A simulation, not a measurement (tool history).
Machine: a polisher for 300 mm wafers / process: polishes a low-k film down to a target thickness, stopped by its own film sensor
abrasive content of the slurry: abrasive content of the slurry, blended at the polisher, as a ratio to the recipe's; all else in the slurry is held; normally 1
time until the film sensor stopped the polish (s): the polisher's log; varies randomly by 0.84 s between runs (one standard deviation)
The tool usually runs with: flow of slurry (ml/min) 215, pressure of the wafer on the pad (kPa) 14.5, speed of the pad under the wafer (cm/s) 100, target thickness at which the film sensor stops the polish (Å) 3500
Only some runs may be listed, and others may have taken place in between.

run	day	flow of slurry (ml/min)	pressure of the wafer on the pad (kPa)	speed of the pad under the wafer (cm/s)	abrasive content of the slurry	target thickness at which the film sensor stops the polish (Å)	incoming thickness of the incoming film, nm	time until the film sensor stopped the polish (s)
1	0	215	14.5	100	1	3500	382.1	77.6
# day 0.404: worn pad replaced by a new one
# day 0.75: slurry nozzle cleaned
2	1.267	215	14.5	100	1	3500	375.2	63.1
3	1.938	215	16.5	70	1	3500	374.4	74.3
4	2.446	285	14.5	100	1.15	3430	376.3	77.3
# day 2.996: slurry blender recalibrated
5	4.092	285	14.5	84	0.75	3440	372.1	85.4
6	5.092	215	14.5	90	1.15	3570	382.1	67.4
7	6.508	215	14.5	100	1	3500	375.9	68.1
8	7.492	150	14.5	100	1.15	3500	380.2	82
9	8.442	215	14.5	112	1	3410	384.6	101.1
# day 8.962: slurry nozzle cleaned, repeated, since the last time left the tool worse
# day 10.275: worn pad replaced by a new one
10	11.221	270	14.5	100	0.8	3500	379.7	73.5
11	11.762	215	14.5	100	1	3500	378.7	67.6
12	12.446	170	17.2	100	0.75	3500	382	76.6
13	13.388	215	14.5	100	1	3500	384.8	81.9
14	14.038	215	14.5	90	1.15	3570	387.5	75.7
# day 14.762: slurry blender recalibrated
15	14.783	215	14.5	100	1	3500	376.1	62.2
16	15.725	270	11	100	1.1	3500	384.1	90.4
# day 16.338: head pressure recalibrated
# day 16.533: conditioning disc replaced and pad reconditioned
17	16.571	215	14.5	86	1.15	3500	378.7	74.8
18	17.983	215	11.7	100	1	3410	386.2	124.4
# day 21.242: worn pad replaced by a new one
19	21.329	215	14.5	100	1	3500	377	65.3
20	22.642	215	14.5	100	1	3500	387.2	89.4
21	23.333	215	14.5	100	1	3500	383.4	82.5
22	24.683	180	15.9	100	1	3500	376.5	60.8
# day 24.779: slurry blender recalibrated
23	25.846	215	10.3	100	1.3	3500	375.4	70.4
24	27.129	215	14.5	100	1.25	3420	378.2	81.5

What if the next run were any one of these 5? Each begins from the tool's condition after run 24:
A	27.15	215	14.5	100	1	3500	387.7	?
B	27.15	215	14.5	100	1	3580	387.7	?
C	27.15	270	14.5	100	1.25	3500	387.7	?
D	27.15	215	11.7	100	1	3500	387.7	?
E	27.15	255	11	126	1	3540	387.7	?

run	time until the film sensor stopped the polish (s)
A	90.4
B	71.2
C	81.8
D	104.4
E	79
With no hidden state in the tool, these same runs would have given:
run	time until the film sensor stopped the polish (s)
A	87.4
B	68.9
C	79.6
D	100.9
E	76.8
